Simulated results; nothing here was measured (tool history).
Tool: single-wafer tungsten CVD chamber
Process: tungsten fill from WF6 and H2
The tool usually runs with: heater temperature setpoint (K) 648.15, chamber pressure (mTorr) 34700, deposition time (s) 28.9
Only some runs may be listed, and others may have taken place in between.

run	hour	heater temperature setpoint (K)	chamber pressure (mTorr)	deposition time (s)	read-back reference wafer on the same gauge, thickness_nm	mean film thickness on the monitor wafer (angstrom)
1	0	648.15	34700	28.9	47.962	521.43
2	53.8	648.15	34700	28.9	47.895	521.18
3	152	641.15	34700	28.9	47.964	445.59
4	251.1	641.15	34700	28.9	47.857	440.48
5	374.2	641.15	34700	28.9	47.951	443.02
6	670.2	648.15	34700	28.9	47.912	518.4
# hour 739: capacitance manometer re-zeroed and calibrated
# hour 775.1: thermocouple changed; heater temperature recalibrated
7	775.6	648.15	34700	28.9	47.97	520.71
8	850.3	648.15	34700	28.9	47.948	523.27
9	917.2	648.15	34700	28.9	47.88	520.6
# hour 942.6: showerhead replaced
10	1012.9	648.15	34700	28.9	47.897	527.58
11	1078	648.15	34700	28.9	47.801	519
# hour 1098.1: gauge calibrated
12	1125.9	648.15	34700	28.9	47.851	518.23
13	1170	654.15	26900	26.5	47.871	458.57
14	1211.6	652.15	34700	33.3	47.831	657.85
15	1314.1	654.15	43100	32.6	47.909	767.06
16	1396	641.15	38000	28.9	47.888	473.14
17	1501.2	633.15	37100	28.9	47.948	384.35
18	1570.7	657.15	30100	28.9	47.92	573.7
19	1620.5	648.15	34700	28.9	47.864	521.02
20	1696.2	648.15	31100	28.9	47.825	487.33
21	1777.2	648.15	34700	26.2	47.881	473.13
22	1813.4	648.15	34700	28.9	47.858	519.72
23	1897.8	648.15	34700	28.9	47.903	521.3
24	1939.1	634.15	34700	25.1	47.909	330.19
# hour 1997.2: thermocouple changed; heater temperature recalibrated
25	2029	648.15	31100	28.9	47.891	484.62

4 ways to go on from here, each from the tool as it stands after run 25. What would each give?
A	2029.4	648.15	34700	28.9	?	?
B	2029.4	648.15	34700	23.8	?	?
C	2029.4	648.15	29800	28.9	?	?
D	2029.4	648.15	26500	27.5	?	?

run	read-back reference wafer on the same gauge, thickness_nm	mean film thickness on the monitor wafer (angstrom)
A	47.948	520.02
B	47.948	427.9
C	47.948	470.23
D	47.948	411.65
Without the tool's unlogged condition, the same runs would have read:
run	mean film thickness on the monitor wafer (angstrom)
A	520.02
B	427.9
C	470.23
D	411.65

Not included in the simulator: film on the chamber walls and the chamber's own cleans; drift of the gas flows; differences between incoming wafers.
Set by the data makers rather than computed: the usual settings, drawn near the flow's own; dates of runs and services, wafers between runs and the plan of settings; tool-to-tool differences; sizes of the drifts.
